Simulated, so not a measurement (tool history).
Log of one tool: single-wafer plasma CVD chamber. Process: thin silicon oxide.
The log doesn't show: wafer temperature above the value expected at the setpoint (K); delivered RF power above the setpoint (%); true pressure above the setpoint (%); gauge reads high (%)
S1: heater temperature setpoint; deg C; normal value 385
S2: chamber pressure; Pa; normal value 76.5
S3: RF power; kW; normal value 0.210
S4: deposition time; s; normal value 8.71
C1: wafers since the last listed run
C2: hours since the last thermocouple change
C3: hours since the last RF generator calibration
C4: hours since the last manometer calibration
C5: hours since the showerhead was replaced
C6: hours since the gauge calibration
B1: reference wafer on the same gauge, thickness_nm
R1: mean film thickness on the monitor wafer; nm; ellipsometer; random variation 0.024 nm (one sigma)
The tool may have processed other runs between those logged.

run,hour,S1,S2,S3,S4,C1,C2,C3,C4,C5,C6,B1,R1
1,0.0,376,76.5,0.210,8.71,0,680.6,1327.2,1746.3,4959.8,136.0,9.191,9.674
2,63.7,376,76.5,0.210,8.71,1169,744.3,1390.9,1810.0,5023.5,199.7,9.196,9.655
3,110.8,376,76.5,0.210,8.71,864,791.4,1438.0,1857.1,5070.6,246.8,9.193,9.664
4,204.1,385,76.5,0.210,8.71,1713,884.7,1531.3,1950.4,5163.9,340.1,9.182,9.565
5,264.9,385,76.5,0.210,8.71,1116,945.5,1592.1,2011.2,5224.7,400.9,9.194,9.584
6,336.3,389,76.5,0.210,8.71,1311,1016.9,1663.5,2082.6,5296.1,472.3,9.188,9.529
7,418.1,389,76.5,0.210,8.71,1502,1098.7,1745.3,2164.4,5377.9,554.1,9.189,9.502
8,516.2,385,76.5,0.210,8.71,1801,1196.8,1843.4,2262.5,5476.0,652.2,9.193,9.486
# hour 530.8: capacitance manometer re-zeroed and calibrated
9,560.6,385,76.5,0.210,8.71,668,1241.2,1887.8,29.8,5520.4,696.6,9.195,9.992
10,658.9,381,86.1,0.200,9.40,1804,1339.5,1986.1,128.1,5618.7,794.9,9.188,11.744
# hour 721.9: RF generator calibrated
11,749.6,385,76.5,0.170,9.94,1518,1430.2,27.7,218.8,5709.4,885.6,9.187,10.195
# hour 918.2: gauge calibrated
12,968.6,385,59.5,0.210,8.71,4021,1649.2,246.7,437.8,5928.4,50.4,9.190,7.671
13,1047.5,378,76.5,0.245,9.30,1448,1728.1,325.6,516.7,6007.3,129.3,9.190,11.382
# hour 1058.6: thermocouple changed; heater temperature recalibrated
14,1147.5,376,76.5,0.210,8.71,1689,88.9,425.6,616.7,6107.3,229.3,9.189,9.933
# hour 1270.7: showerhead replaced
15,1441.5,385,60.8,0.170,8.71,5251,382.9,719.6,910.7,170.8,523.3,9.183,7.040
16,1497.6,385,76.5,0.240,10.01,1030,439.0,775.7,966.8,226.9,579.4,9.191,11.921
17,1604.3,385,76.5,0.210,8.71,1959,545.7,882.4,1073.5,333.6,686.1,9.192,9.792

What if the next run were any one of these 3? Each begins from the tool's condition after run 17:
A,1604.7,385,76.5,0.210,8.71,7,546.1,882.8,1073.9,334.0,686.5,?,?
B,1604.7,391,81.7,0.190,8.71,7,546.1,882.8,1073.9,334.0,686.5,?,?
C,1604.7,385,95.2,0.175,8.71,7,546.1,882.8,1073.9,334.0,686.5,?,?

run,B1,R1
A,9.191,9.748
B,9.191,9.880
C,9.191,11.077
Without the tool's unlogged condition, the same runs would have read:
run,R1
A,9.859
B,9.988
C,11.193

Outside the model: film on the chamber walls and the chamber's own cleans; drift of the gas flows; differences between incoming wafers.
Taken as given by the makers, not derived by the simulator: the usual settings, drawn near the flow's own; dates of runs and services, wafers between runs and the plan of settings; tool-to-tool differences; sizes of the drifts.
